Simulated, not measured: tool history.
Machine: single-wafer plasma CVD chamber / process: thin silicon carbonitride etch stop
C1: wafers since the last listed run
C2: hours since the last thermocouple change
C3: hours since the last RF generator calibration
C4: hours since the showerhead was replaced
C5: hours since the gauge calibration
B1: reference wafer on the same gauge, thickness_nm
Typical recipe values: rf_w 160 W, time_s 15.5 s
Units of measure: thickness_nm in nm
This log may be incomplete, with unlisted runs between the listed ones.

{"run": 1, "day": 0.0, "rf_w": 160, "time_s": 17.4, "C1": 0, "C2": 1082.5, "C3": 671.3, "C4": 5700.2, "C5": 476.1, "B1": 8.829, "thickness_nm": 8.48}
{"run": 2, "day": 3.296, "rf_w": 160, "time_s": 16.2, "C1": 2021, "C2": 1161.6, "C3": 750.4, "C4": 5779.3, "C5": 555.2, "B1": 8.829, "thickness_nm": 7.873}
{"run": 3, "day": 5.45, "rf_w": 160, "time_s": 16.2, "C1": 1320, "C2": 1213.3, "C3": 802.1, "C4": 5831.0, "C5": 606.9, "B1": 8.829, "thickness_nm": 7.904}
{"run": 4, "day": 8.258, "rf_w": 160, "time_s": 15.5, "C1": 1722, "C2": 1280.7, "C3": 869.5, "C4": 5898.4, "C5": 674.3, "B1": 8.829, "thickness_nm": 7.583}
{"run": 5, "day": 10.012, "rf_w": 160, "time_s": 15.5, "C1": 1075, "C2": 1322.8, "C3": 911.6, "C4": 5940.5, "C5": 716.4, "B1": 8.826, "thickness_nm": 7.595}
{"run": 6, "day": 12.754, "rf_w": 160, "time_s": 15.5, "C1": 1681, "C2": 1388.6, "C3": 977.4, "C4": 6006.3, "C5": 782.2, "B1": 8.83, "thickness_nm": 7.559}
{"day": 13.342, "done": "gauge calibrated"}
{"day": 13.888, "done": "RF generator calibrated"}
{"run": 7, "day": 15.629, "rf_w": 175, "time_s": 13.4, "C1": 1558, "C2": 1457.6, "C3": 41.8, "C4": 6075.3, "C5": 54.9, "B1": 8.83, "thickness_nm": 6.777}
{"run": 8, "day": 17.3, "rf_w": 145, "time_s": 15.5, "C1": 1024, "C2": 1497.7, "C3": 81.9, "C4": 6115.4, "C5": 95.0, "B1": 8.828, "thickness_nm": 7.482}
{"day": 18.15, "done": "showerhead replaced"}
{"day": 19.221, "done": "thermocouple changed; heater temperature recalibrated"}
{"run": 9, "day": 20.138, "rf_w": 180, "time_s": 13.5, "C1": 1331, "C2": 22.0, "C3": 150.0, "C4": 47.7, "C5": 163.1, "B1": 8.828, "thickness_nm": 6.856}
{"run": 10, "day": 21.862, "rf_w": 160, "time_s": 17.0, "C1": 1057, "C2": 63.4, "C3": 191.4, "C4": 89.1, "C5": 204.5, "B1": 8.833, "thickness_nm": 8.33}
{"run": 11, "day": 24.55, "rf_w": 160, "time_s": 15.5, "C1": 1647, "C2": 127.9, "C3": 255.9, "C4": 153.6, "C5": 269.0, "B1": 8.832, "thickness_nm": 7.544}
{"run": 12, "day": 28.2, "rf_w": 160, "time_s": 16.2, "C1": 2238, "C2": 215.5, "C3": 343.5, "C4": 241.2, "C5": 356.6, "B1": 8.83, "thickness_nm": 7.917}
{"run": 13, "day": 30.138, "rf_w": 190, "time_s": 18.2, "C1": 1188, "C2": 262.0, "C3": 390.0, "C4": 287.7, "C5": 403.1, "B1": 8.834, "thickness_nm": 9.241}
{"run": 14, "day": 32.575, "rf_w": 135, "time_s": 15.5, "C1": 1494, "C2": 320.5, "C3": 448.5, "C4": 346.2, "C5": 461.6, "B1": 8.831, "thickness_nm": 7.317}
{"run": 15, "day": 37.017, "rf_w": 180, "time_s": 13.2, "C1": 2723, "C2": 427.1, "C3": 555.1, "C4": 452.8, "C5": 568.2, "B1": 8.828, "thickness_nm": 6.57}
{"run": 16, "day": 38.8, "rf_w": 145, "time_s": 18.2, "C1": 1093, "C2": 469.9, "C3": 597.9, "C4": 495.6, "C5": 611.0, "B1": 8.83, "thickness_nm": 8.673}

The logged runs with the hidden state left out (each run's random variation unchanged):
The tool's hidden condition here consists of: wafer temperature above the value expected at the setpoint (K); delivered RF power above the setpoint (%); gauge reads high (%).
run=1 thickness_nm=8.643
run=2 thickness_nm=8.029
run=3 thickness_nm=8.063
run=4 thickness_nm=7.738
run=5 thickness_nm=7.751
run=6 thickness_nm=7.717
run=7 thickness_nm=6.822
run=8 thickness_nm=7.547
run=9 thickness_nm=6.937
run=10 thickness_nm=8.443
run=11 thickness_nm=7.662
run=12 thickness_nm=8.059
run=13 thickness_nm=9.417
run=14 thickness_nm=7.464
run=15 thickness_nm=6.712
run=16 thickness_nm=8.865
